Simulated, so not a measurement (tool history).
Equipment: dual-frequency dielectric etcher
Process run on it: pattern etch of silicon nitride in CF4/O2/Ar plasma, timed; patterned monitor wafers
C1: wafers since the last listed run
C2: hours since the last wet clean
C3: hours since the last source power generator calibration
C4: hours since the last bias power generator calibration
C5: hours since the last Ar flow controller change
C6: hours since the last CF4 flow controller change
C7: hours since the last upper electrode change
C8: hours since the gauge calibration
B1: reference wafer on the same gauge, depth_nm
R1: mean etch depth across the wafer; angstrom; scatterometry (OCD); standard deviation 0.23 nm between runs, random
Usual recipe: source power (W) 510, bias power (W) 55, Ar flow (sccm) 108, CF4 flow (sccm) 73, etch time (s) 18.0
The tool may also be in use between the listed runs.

run 1 hour=0.0 | source_power_(W)=510 bias_power_(W)=55 Ar_flow_(sccm)=108 CF4_flow_(sccm)=73 etch_time_(s)=18.0 | C1=0 C2=325.2 C3=139.4 C4=67.8 C5=4622.2 C6=204.8 C7=4059.7 C8=981.1 | B1=35.83 | R1=346.0
-- hour=31.6 upper electrode replaced
run 2 hour=32.1 | source_power_(W)=440 bias_power_(W)=50 Ar_flow_(sccm)=122 CF4_flow_(sccm)=73 etch_time_(s)=16.0 | C1=130 C2=357.3 C3=171.5 C4=99.9 C5=4654.3 C6=236.9 C7=0.5 C8=1013.2 | B1=35.76 | R1=251.5
run 3 hour=40.2 | source_power_(W)=510 bias_power_(W)=55 Ar_flow_(sccm)=133 CF4_flow_(sccm)=73 etch_time_(s)=18.0 | C1=130 C2=365.4 C3=179.6 C4=108.0 C5=4662.4 C6=245.0 C7=8.6 C8=1021.3 | B1=35.78 | R1=334.8
run 4 hour=61.9 | source_power_(W)=510 bias_power_(W)=55 Ar_flow_(sccm)=108 CF4_flow_(sccm)=73 etch_time_(s)=18.0 | C1=350 C2=387.1 C3=201.3 C4=129.7 C5=4684.1 C6=266.7 C7=30.3 C8=1043.0 | B1=35.83 | R1=355.7
run 5 hour=96.7 | source_power_(W)=510 bias_power_(W)=55 Ar_flow_(sccm)=115 CF4_flow_(sccm)=73 etch_time_(s)=18.0 | C1=561 C2=421.9 C3=236.1 C4=164.5 C5=4718.9 C6=301.5 C7=65.1 C8=1077.8 | B1=35.80 | R1=353.0
run 6 hour=126.3 | source_power_(W)=510 bias_power_(W)=55 Ar_flow_(sccm)=98 CF4_flow_(sccm)=73 etch_time_(s)=15.5 | C1=477 C2=451.5 C3=265.7 C4=194.1 C5=4748.5 C6=331.1 C7=94.7 C8=1107.4 | B1=35.76 | R1=311.5
run 7 hour=140.5 | source_power_(W)=510 bias_power_(W)=50 Ar_flow_(sccm)=82 CF4_flow_(sccm)=78 etch_time_(s)=18.0 | C1=229 C2=465.7 C3=279.9 C4=208.3 C5=4762.7 C6=345.3 C7=108.9 C8=1121.6 | B1=35.83 | R1=368.2
-- hour=169.4 Ar flow controller replaced
run 8 hour=169.9 | source_power_(W)=510 bias_power_(W)=55 Ar_flow_(sccm)=130 CF4_flow_(sccm)=73 etch_time_(s)=23.0 | C1=377 C2=495.1 C3=309.3 C4=237.7 C5=0.5 C6=374.7 C7=138.3 C8=1151.0 | B1=35.80 | R1=440.7
-- hour=195.6 wet clean of the chamber
run 9 hour=202.8 | source_power_(W)=620 bias_power_(W)=55 Ar_flow_(sccm)=131 CF4_flow_(sccm)=73 etch_time_(s)=18.0 | C1=143 C2=7.2 C3=342.2 C4=270.6 C5=33.4 C6=407.6 C7=171.2 C8=1183.9 | B1=35.81 | R1=393.6
-- hour=233.2 gauge calibrated
run 10 hour=250.0 | source_power_(W)=510 bias_power_(W)=55 Ar_flow_(sccm)=108 CF4_flow_(sccm)=73 etch_time_(s)=18.0 | C1=761 C2=54.4 C3=389.4 C4=317.8 C5=80.6 C6=454.8 C7=218.4 C8=16.8 | B1=35.74 | R1=338.7
run 11 hour=273.0 | source_power_(W)=510 bias_power_(W)=55 Ar_flow_(sccm)=108 CF4_flow_(sccm)=65 etch_time_(s)=15.0 | C1=371 C2=77.4 C3=412.4 C4=340.8 C5=103.6 C6=477.8 C7=241.4 C8=39.8 | B1=35.82 | R1=277.6
run 12 hour=288.1 | source_power_(W)=510 bias_power_(W)=55 Ar_flow_(sccm)=108 CF4_flow_(sccm)=73 etch_time_(s)=18.0 | C1=243 C2=92.5 C3=427.5 C4=355.9 C5=118.7 C6=492.9 C7=256.5 C8=54.9 | B1=35.80 | R1=336.2
run 13 hour=313.1 | source_power_(W)=620 bias_power_(W)=62 Ar_flow_(sccm)=108 CF4_flow_(sccm)=68 etch_time_(s)=16.0 | C1=403 C2=117.5 C3=452.5 C4=380.9 C5=143.7 C6=517.9 C7=281.5 C8=79.9 | B1=35.79 | R1=376.0
run 14 hour=332.2 | source_power_(W)=580 bias_power_(W)=55 Ar_flow_(sccm)=130 CF4_flow_(sccm)=60 etch_time_(s)=23.5 | C1=308 C2=136.6 C3=471.6 C4=400.0 C5=162.8 C6=537.0 C7=300.6 C8=99.0 | B1=35.78 | R1=475.6
run 15 hour=363.2 | source_power_(W)=510 bias_power_(W)=55 Ar_flow_(sccm)=108 CF4_flow_(sccm)=73 etch_time_(s)=18.0 | C1=500 C2=167.6 C3=502.6 C4=431.0 C5=193.8 C6=568.0 C7=331.6 C8=130.0 | B1=35.79 | R1=337.4
run 16 hour=385.8 | source_power_(W)=440 bias_power_(W)=55 Ar_flow_(sccm)=95 CF4_flow_(sccm)=73 etch_time_(s)=18.0 | C1=364 C2=190.2 C3=525.2 C4=453.6 C5=216.4 C6=590.6 C7=354.2 C8=152.6 | B1=35.75 | R1=303.4
run 17 hour=403.0 | source_power_(W)=600 bias_power_(W)=67 Ar_flow_(sccm)=108 CF4_flow_(sccm)=63 etch_time_(s)=18.0 | C1=277 C2=207.4 C3=542.4 C4=470.8 C5=233.6 C6=607.8 C7=371.4 C8=169.8 | B1=35.78 | R1=425.3
run 18 hour=433.2 | source_power_(W)=580 bias_power_(W)=55 Ar_flow_(sccm)=130 CF4_flow_(sccm)=60 etch_time_(s)=23.5 | C1=487 C2=237.6 C3=572.6 C4=501.0 C5=263.8 C6=638.0 C7=401.6 C8=200.0 | B1=35.76 | R1=477.3
run 19 hour=454.0 | source_power_(W)=580 bias_power_(W)=59 Ar_flow_(sccm)=124 CF4_flow_(sccm)=73 etch_time_(s)=13.0 | C1=335 C2=258.4 C3=593.4 C4=521.8 C5=284.6 C6=658.8 C7=422.4 C8=220.8 | B1=35.75 | R1=287.9
run 20 hour=479.7 | source_power_(W)=510 bias_power_(W)=55 Ar_flow_(sccm)=108 CF4_flow_(sccm)=73 etch_time_(s)=18.0 | C1=414 C2=284.1 C3=619.1 C4=547.5 C5=310.3 C6=684.5 C7=448.1 C8=246.5 | B1=35.82 | R1=348.6
run 21 hour=506.7 | source_power_(W)=510 bias_power_(W)=55 Ar_flow_(sccm)=108 CF4_flow_(sccm)=73 etch_time_(s)=18.0 | C1=435 C2=311.1 C3=646.1 C4=574.5 C5=337.3 C6=711.5 C7=475.1 C8=273.5 | B1=35.81 | R1=346.6

Predict each of these 4 candidate next runs independently; none follows another, all start after run 21:
run A hour=507.1 | source_power_(W)=510 bias_power_(W)=55 Ar_flow_(sccm)=108 CF4_flow_(sccm)=73 etch_time_(s)=18.0 | C1=6 C2=311.5 C3=646.5 C4=574.9 C5=337.7 C6=711.9 C7=475.5 C8=273.9 | B1=? | R1=?
run B hour=507.1 | source_power_(W)=510 bias_power_(W)=46 Ar_flow_(sccm)=108 CF4_flow_(sccm)=73 etch_time_(s)=18.0 | C1=6 C2=311.5 C3=646.5 C4=574.9 C5=337.7 C6=711.9 C7=475.5 C8=273.9 | B1=? | R1=?
run C hour=507.1 | source_power_(W)=400 bias_power_(W)=55 Ar_flow_(sccm)=108 CF4_flow_(sccm)=73 etch_time_(s)=18.0 | C1=6 C2=311.5 C3=646.5 C4=574.9 C5=337.7 C6=711.9 C7=475.5 C8=273.9 | B1=? | R1=?
run D hour=507.1 | source_power_(W)=600 bias_power_(W)=55 Ar_flow_(sccm)=116 CF4_flow_(sccm)=59 etch_time_(s)=22.0 | C1=6 C2=311.5 C3=646.5 C4=574.9 C5=337.7 C6=711.9 C7=475.5 C8=273.9 | B1=? | R1=?

run=A B1=35.78 R1=348.1
run=B B1=35.78 R1=327.4
run=C B1=35.78 R1=270.2
run=D B1=35.78 R1=480.4
Stripped of hidden state, with their random variation kept, the same runs would have yielded:
run=A R1=336.1
run=B R1=316.1
run=C R1=260.9
run=D R1=463.9

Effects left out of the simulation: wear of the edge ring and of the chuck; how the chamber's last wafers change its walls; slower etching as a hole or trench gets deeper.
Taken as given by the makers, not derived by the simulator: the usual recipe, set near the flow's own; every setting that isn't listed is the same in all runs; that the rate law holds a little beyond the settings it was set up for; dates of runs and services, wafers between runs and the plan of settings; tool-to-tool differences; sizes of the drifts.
